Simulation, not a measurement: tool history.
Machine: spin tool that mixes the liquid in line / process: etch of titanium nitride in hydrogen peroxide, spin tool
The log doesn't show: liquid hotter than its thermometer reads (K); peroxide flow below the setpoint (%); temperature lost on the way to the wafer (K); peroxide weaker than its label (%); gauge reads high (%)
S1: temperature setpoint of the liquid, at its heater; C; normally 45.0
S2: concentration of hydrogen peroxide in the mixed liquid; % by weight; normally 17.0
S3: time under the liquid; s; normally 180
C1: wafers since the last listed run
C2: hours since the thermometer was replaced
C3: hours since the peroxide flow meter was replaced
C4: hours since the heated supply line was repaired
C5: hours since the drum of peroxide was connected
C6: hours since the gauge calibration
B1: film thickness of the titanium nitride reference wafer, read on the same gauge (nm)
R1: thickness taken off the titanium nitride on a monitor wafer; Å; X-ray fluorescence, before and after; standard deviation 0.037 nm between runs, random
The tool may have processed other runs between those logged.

run	hour	S1	S2	S3	C1	C2	C3	C4	C5	C6	B1	R1
1	0.0	45.0	17.0	255	0	2100.3	813.5	115.8	1179.9	1004.8	69.99	131.1
2	62.8	45.0	17.0	180	370	2163.1	876.3	178.6	1242.7	1067.6	70.01	93.6
3	98.0	45.0	17.0	180	207	2198.3	911.5	213.8	1277.9	1102.8	70.03	92.5
4	122.9	45.0	17.0	180	146	2223.2	936.4	238.7	1302.8	1127.7	70.00	92.4
5	174.5	45.0	17.0	180	304	2274.8	988.0	290.3	1354.4	1179.3	69.99	93.2
6	213.1	45.0	17.0	180	227	2313.4	1026.6	328.9	1393.0	1217.9	70.02	93.2
7	248.4	45.0	17.0	180	208	2348.7	1061.9	364.2	1428.3	1253.2	70.00	92.4
8	282.6	45.0	17.0	180	201	2382.9	1096.1	398.4	1462.5	1287.4	70.01	92.8
# hour 289.6: new drum of peroxide connected
9	328.0	40.5	12.5	255	261	2428.3	1141.5	443.8	38.4	1332.8	69.99	87.7
# hour 374.8: gauge calibrated
10	388.7	35.5	17.0	180	357	2489.0	1202.2	504.5	99.1	13.9	69.99	44.8
11	426.1	45.0	17.0	180	220	2526.4	1239.6	541.9	136.5	51.3	70.00	93.2
12	493.7	45.0	21.0	135	398	2594.0	1307.2	609.5	204.1	118.9	69.99	72.4
13	532.4	42.0	17.0	180	228	2632.7	1345.9	648.2	242.8	157.6	69.99	74.0
14	560.3	45.0	17.0	150	164	2660.6	1373.8	676.1	270.7	185.5	70.00	77.4
# hour 590.2: heated supply line repaired
15	593.7	40.5	12.5	255	190	2694.0	1407.2	3.5	304.1	218.9	70.01	88.6
# hour 603.1: thermometer replaced
16	657.3	45.0	15.0	180	368	54.2	1470.8	67.1	367.7	282.5	70.00	90.4
17	690.4	45.0	19.0	150	195	87.3	1503.9	100.2	400.8	315.6	70.01	79.1
# hour 706.7: peroxide flow meter replaced
18	743.0	45.0	17.0	180	304	139.9	36.3	152.8	453.4	368.2	70.04	93.1
19	814.3	35.5	17.0	180	420	211.2	107.6	224.1	524.7	439.5	69.99	44.3
20	849.5	45.0	17.0	260	207	246.4	142.8	259.3	559.9	474.7	70.01	134.2
21	903.6	45.0	17.0	180	318	300.5	196.9	313.4	614.0	528.8	69.99	92.5
22	953.3	45.0	17.0	245	292	350.2	246.6	363.1	663.7	578.5	69.99	125.9
23	1016.8	51.5	18.5	180	374	413.7	310.1	426.6	727.2	642.0	69.99	153.0
24	1078.8	51.5	13.0	100	365	475.7	372.1	488.6	789.2	704.0	70.01	78.5
25	1129.0	38.0	20.5	145	295	525.9	422.3	538.8	839.4	754.2	69.97	45.6

Branching from run 25: 4 alternative next runs. What would each branch give?
A	1129.5	45.0	15.5	180	2	526.4	422.8	539.3	839.9	754.7	?	?
B	1129.5	36.5	21.0	240	2	526.4	422.8	539.3	839.9	754.7	?	?
C	1129.5	38.0	21.0	225	2	526.4	422.8	539.3	839.9	754.7	?	?
D	1129.5	38.5	20.0	105	2	526.4	422.8	539.3	839.9	754.7	?	?

run	B1	R1
A	70.02	91.3
B	70.02	67.8
C	70.02	71.4
D	70.02	34.3
Stripped of hidden state, with their random variation kept, the same runs would have yielded:
run	R1
A	91.3
B	67.8
C	71.4
D	34.3

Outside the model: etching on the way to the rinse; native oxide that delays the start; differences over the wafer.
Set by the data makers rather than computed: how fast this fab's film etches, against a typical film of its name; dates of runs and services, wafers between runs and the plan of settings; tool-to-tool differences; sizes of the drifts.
